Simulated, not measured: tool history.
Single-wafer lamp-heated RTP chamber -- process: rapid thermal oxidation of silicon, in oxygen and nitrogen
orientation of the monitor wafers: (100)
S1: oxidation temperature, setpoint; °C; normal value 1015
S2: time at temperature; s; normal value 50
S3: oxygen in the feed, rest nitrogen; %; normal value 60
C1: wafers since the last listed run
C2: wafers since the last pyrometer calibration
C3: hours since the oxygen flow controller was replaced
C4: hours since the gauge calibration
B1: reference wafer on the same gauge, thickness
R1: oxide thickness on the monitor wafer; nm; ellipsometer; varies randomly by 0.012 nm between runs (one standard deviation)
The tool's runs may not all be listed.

run,hour,S1,S2,S3,C1,C2,C3,C4,B1,R1
1,0.0,1015,50,52,0,1158,532.5,872.8,5.079,5.043
2,78.5,1015,50,52,359,1518,611.0,951.3,5.083,5.039
3,172.6,1015,50,60,430,1949,705.1,1045.4,5.077,5.303
4,269.8,1015,50,60,445,2394,802.3,1142.6,5.073,5.318
5,306.8,1015,50,60,169,2563,839.3,1179.6,5.084,5.305
# hour 341.2: pyrometer window cleaned and pyrometer calibrated
6,388.1,1015,50,60,335,214,920.6,1260.9,5.079,5.217
7,439.7,1015,50,60,236,450,972.2,1312.5,5.079,5.250
8,538.8,1015,50,60,453,904,1071.3,1411.6,5.086,5.275
9,599.3,1015,50,60,277,1181,1131.8,1472.1,5.080,5.293
# hour 723.4: gauge calibrated
10,755.3,1015,50,60,714,1896,1287.8,31.9,5.083,5.303
# hour 793.4: pyrometer window cleaned and pyrometer calibrated
11,851.0,1015,50,60,401,263,1383.5,127.6,5.080,5.169
12,958.3,1015,50,60,491,755,1490.8,234.9,5.082,5.241
13,1042.1,1015,50,60,383,1138,1574.6,318.7,5.080,5.265
14,1086.0,1015,50,60,201,1340,1618.5,362.6,5.078,5.264
15,1152.5,1015,50,60,304,1644,1685.0,429.1,5.072,5.277
16,1211.5,1036,61,51,270,1914,1744.0,488.1,5.078,6.276
17,1282.1,1015,50,60,323,2237,1814.6,558.7,5.078,5.284
# hour 1332.4: pyrometer window cleaned and pyrometer calibrated
18,1333.4,1015,67,60,198,4,1865.9,610.0,5.077,5.881
19,1392.3,1015,50,60,269,274,1924.8,668.9,5.087,5.202
20,1496.5,1015,32,60,477,751,2029.0,773.1,5.077,4.359
# hour 1535.3: oxygen flow controller replaced
21,1591.3,1034,57,32,397,1148,56.0,867.9,5.077,5.194
22,1668.1,1029,50,60,351,1500,132.8,944.7,5.081,5.932
23,1707.1,988,27,45,178,1678,171.8,983.7,5.079,3.250
24,1775.3,1015,50,60,312,1991,240.0,1051.9,5.080,5.355
25,1868.5,1015,28,78,426,2418,333.2,1145.1,5.087,4.599
# hour 1902.7: pyrometer window cleaned and pyrometer calibrated
26,1944.9,1015,50,60,313,193,409.6,1221.5,5.076,5.232
27,2045.3,1034,57,32,459,652,510.0,1321.9,5.082,5.132
28,2131.0,987,69,72,392,1045,595.7,1407.6,5.077,5.355
29,2214.5,989,37,81,382,1427,679.2,1491.1,5.077,4.361
30,2289.4,1015,50,60,342,1770,754.1,1566.0,5.079,5.364
31,2380.8,999,65,33,418,2189,845.5,1657.4,5.078,4.365

A few steps of R1 between consecutive runs. Split each: what settings, incoming material and random variation would produce without the hidden state, and what is left over for the hidden state, along with gauge scatter present in only one of the two compared results (measured, and without hidden state):
Unlogged tool condition in this case: true wafer temperature minus pyrometer reading, K; deviation of the oxygen flow from its setpoint, %; gauge reads high (%).
Run 10 -> 11: pyrometer window cleaned and pyrometer calibrated. R1 -0.134 nm: hidden state -0.119, all else -0.015.
Run 17 -> 18: S2 50 -> 67, pyrometer window cleaned and pyrometer calibrated. R1 +0.597 nm: hidden state -0.123, all else +0.720.
Run 22 -> 23: S1 1029 -> 988, S2 50 -> 27, S3 60 -> 45. R1 -2.682 nm: hidden state -0.094, all else -2.588.
Run 23 -> 24: S1 988 -> 1015, S2 27 -> 50, S3 45 -> 60. R1 +2.105 nm: hidden state +0.083, all else +2.022.
Run 25 -> 26: S2 28 -> 50, S3 78 -> 60, pyrometer window cleaned and pyrometer calibrated. R1 +0.633 nm: hidden state -0.099, all else +0.732.
Run 29 -> 30: S1 989 -> 1015, S2 37 -> 50, S3 81 -> 60. R1 +1.003 nm: hidden state +0.014, all else +0.989.
